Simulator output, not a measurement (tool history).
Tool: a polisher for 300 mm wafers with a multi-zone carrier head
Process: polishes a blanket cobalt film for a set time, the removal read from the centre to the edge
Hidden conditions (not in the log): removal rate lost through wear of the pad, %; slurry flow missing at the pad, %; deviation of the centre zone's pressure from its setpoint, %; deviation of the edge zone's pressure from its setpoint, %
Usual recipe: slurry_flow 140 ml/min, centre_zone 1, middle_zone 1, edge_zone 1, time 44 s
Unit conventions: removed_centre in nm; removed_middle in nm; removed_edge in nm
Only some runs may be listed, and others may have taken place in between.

| run | hour | slurry_flow | centre_zone | middle_zone | edge_zone | time | wafers since the last listed run | wafers polished on this pad | hours since the slurry nozzle was cleaned | hours since the centre zone pressure was calibrated | hours since the edge zone pressure was calibrated | hours since the carrier head's membrane was replaced | incoming thickness of the incoming film, nm | removed_centre | removed_middle | removed_edge |
|---|---|---|---|---|---|---|---|---|---|---|---|---|---|---|---|---|
| 1 | 0 | 140 | 1 | 1 | 1 | 44 | 0 | 2983 | 828.7 | 41 | 42.8 | 70.6 | 1020.7 | 146.4 | 143.9 | 146.4 |
|  | 24.6 | slurry nozzle cleaned |
| 2 | 32.7 | 140 | 1 | 1 | 1 | 44 | 240 | 3224 | 8.1 | 73.7 | 75.5 | 103.3 | 1027.9 | 143.3 | 144.7 | 145.4 |
|  | 43.4 | worn pad replaced by a new one |
| 3 | 60.1 | 140 | 1 | 1 | 1 | 44 | 177 | 126 | 35.5 | 101.1 | 102.9 | 130.7 | 1028.5 | 144.7 | 144.3 | 143.9 |
| 4 | 122.3 | 140 | 1 | 1 | 1 | 44 | 471 | 598 | 97.7 | 163.3 | 165.1 | 192.9 | 1028.9 | 141.5 | 142.2 | 146.8 |
| 5 | 251.4 | 155 | 1 | 1 | 0.91 | 44 | 979 | 1577 | 226.8 | 292.4 | 294.2 | 322 | 1048.6 | 144.5 | 144.3 | 140.7 |
| 6 | 288.2 | 100 | 1.06 | 1.07 | 1 | 33 | 279 | 1856 | 263.6 | 329.2 | 331 | 358.8 | 1024.4 | 102.2 | 105.4 | 103.8 |
| 7 | 335.6 | 105 | 1 | 1 | 1.09 | 44 | 359 | 2216 | 311 | 376.6 | 378.4 | 406.2 | 1017.4 | 131.9 | 134.8 | 145.7 |
|  | 436.4 | worn pad replaced by a new one |
| 8 | 541.1 | 140 | 1.12 | 0.95 | 0.92 | 53 | 1528 | 794 | 516.5 | 582.1 | 583.9 | 611.7 | 1016.5 | 185.6 | 167.3 | 169 |
| 9 | 596.9 | 90 | 1.1 | 0.9 | 1.04 | 44 | 423 | 1217 | 572.3 | 637.9 | 639.7 | 667.5 | 1034 | 133.7 | 119.2 | 138.7 |
| 10 | 640.2 | 140 | 1 | 1 | 0.91 | 31 | 328 | 1545 | 615.6 | 681.2 | 683 | 710.8 | 1013 | 98.4 | 102 | 97.7 |
|  | 649.7 | edge zone pressure recalibrated |
| 11 | 710.7 | 140 | 1 | 1 | 1 | 44 | 519 | 2065 | 686.1 | 751.7 | 61 | 781.3 | 1025.4 | 139.2 | 140.7 | 146.8 |

Run 12 is up next; what results do you expect?
| 12 | 758.5 | 140 | 1 | 1 | 1 | 44 | 362 | 2428 | 733.9 | 799.5 | 108.8 | 829.1 | 1031.4 | ? | ? | ? |

For run 12 the tool returned removed_centre 139.9 nm, removed_middle 145.1 nm, removed_edge 142.9 nm.
With no hidden state in the tool, this same run would have given removed_centre 145.6 nm, removed_middle 145.1 nm, removed_edge 142.9 nm.

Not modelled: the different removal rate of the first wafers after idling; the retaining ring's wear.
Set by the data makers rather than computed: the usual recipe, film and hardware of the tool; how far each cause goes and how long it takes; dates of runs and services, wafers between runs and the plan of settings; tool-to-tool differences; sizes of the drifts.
